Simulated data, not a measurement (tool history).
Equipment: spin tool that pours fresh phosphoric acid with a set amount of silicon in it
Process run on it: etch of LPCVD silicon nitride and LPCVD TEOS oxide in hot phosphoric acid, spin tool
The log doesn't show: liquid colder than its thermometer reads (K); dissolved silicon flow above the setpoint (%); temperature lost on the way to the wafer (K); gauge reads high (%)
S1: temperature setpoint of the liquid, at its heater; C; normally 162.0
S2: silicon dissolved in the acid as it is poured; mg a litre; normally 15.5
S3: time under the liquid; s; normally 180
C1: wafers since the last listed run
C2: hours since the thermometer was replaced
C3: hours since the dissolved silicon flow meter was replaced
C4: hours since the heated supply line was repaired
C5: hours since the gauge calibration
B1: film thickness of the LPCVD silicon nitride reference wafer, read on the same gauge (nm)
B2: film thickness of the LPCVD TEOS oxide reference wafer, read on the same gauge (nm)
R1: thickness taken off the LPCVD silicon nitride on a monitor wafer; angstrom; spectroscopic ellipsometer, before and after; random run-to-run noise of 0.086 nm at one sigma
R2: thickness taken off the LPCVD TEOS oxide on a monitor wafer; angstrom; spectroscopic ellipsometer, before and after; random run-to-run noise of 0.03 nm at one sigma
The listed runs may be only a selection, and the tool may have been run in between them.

run	day	S1	S2	S3	C1	C2	C3	C4	C5	B1	B2	R1	R2
1	0.000	162.0	6.0	95	0	520.9	1551.6	1167.2	227.1	90.00	69.994	70.1	2.16
2	1.292	162.0	15.5	180	220	551.9	1582.6	1198.2	258.1	90.02	70.031	131.8	3.29
3	1.988	162.0	15.5	180	118	568.6	1599.3	1214.9	274.8	89.97	70.006	131.8	3.70
4	3.246	162.0	15.5	180	214	598.8	1629.5	1245.1	305.0	89.99	69.993	130.1	2.91
5	4.688	164.5	5.5	180	245	633.4	1664.1	1279.7	339.6	90.00	70.000	143.0	4.70
# day 4.792: thermometer replaced
6	5.704	164.5	5.5	180	166	21.9	1688.5	1304.1	364.0	89.99	69.999	141.5	4.42
# day 5.742: gauge calibrated
7	6.271	161.0	15.5	230	96	35.5	1702.1	1317.7	12.7	89.97	69.999	159.9	3.03
8	7.367	162.0	15.5	180	186	61.8	1728.4	1344.0	39.0	89.98	70.009	129.4	2.54
# day 8.125: heated supply line repaired
9	8.521	162.0	15.5	140	189	89.5	1756.1	9.5	66.7	90.04	69.988	117.9	3.46
10	9.525	160.5	7.0	275	171	113.6	1780.2	33.6	90.8	89.97	69.981	220.1	7.16
11	10.217	162.0	15.5	180	117	130.2	1796.8	50.2	107.4	90.00	69.981	150.4	4.59
# day 10.462: dissolved silicon flow meter replaced
12	11.558	164.5	15.5	215	221	162.4	26.3	82.4	139.6	89.97	70.002	194.2	5.70
13	12.329	164.0	23.0	180	131	180.9	44.8	100.9	158.1	89.97	69.991	160.4	4.18
14	13.283	162.0	15.5	180	162	203.8	67.7	123.8	181.0	90.02	69.977	150.0	4.16
15	14.354	159.5	7.5	125	182	229.5	93.4	149.5	206.7	90.04	69.986	95.9	3.17

5 options for the next run, each taken on its own from the tool as it stands now. Forecast them:
A	14.375	162.0	10.0	180	3	230.0	93.9	150.0	207.2	?	?	?	?
B	14.375	164.5	19.0	125	3	230.0	93.9	150.0	207.2	?	?	?	?
C	14.375	159.5	21.0	230	3	230.0	93.9	150.0	207.2	?	?	?	?
D	14.375	162.0	15.5	75	3	230.0	93.9	150.0	207.2	?	?	?	?
E	14.375	162.0	15.5	275	3	230.0	93.9	150.0	207.2	?	?	?	?

run	B1	B2	R1	R2
A	90.00	70.004	148.8	5.18
B	90.00	70.004	112.2	3.46
C	90.00	70.004	174.8	4.16
D	90.00	70.004	62.0	1.89
E	90.00	70.004	227.3	6.95
With the hidden condition removed and each run's random variation left untouched, the same runs would have given:
run	R1	R2
A	151.9	5.42
B	114.6	3.61
C	178.5	4.35
D	63.3	1.98
E	232.0	7.27

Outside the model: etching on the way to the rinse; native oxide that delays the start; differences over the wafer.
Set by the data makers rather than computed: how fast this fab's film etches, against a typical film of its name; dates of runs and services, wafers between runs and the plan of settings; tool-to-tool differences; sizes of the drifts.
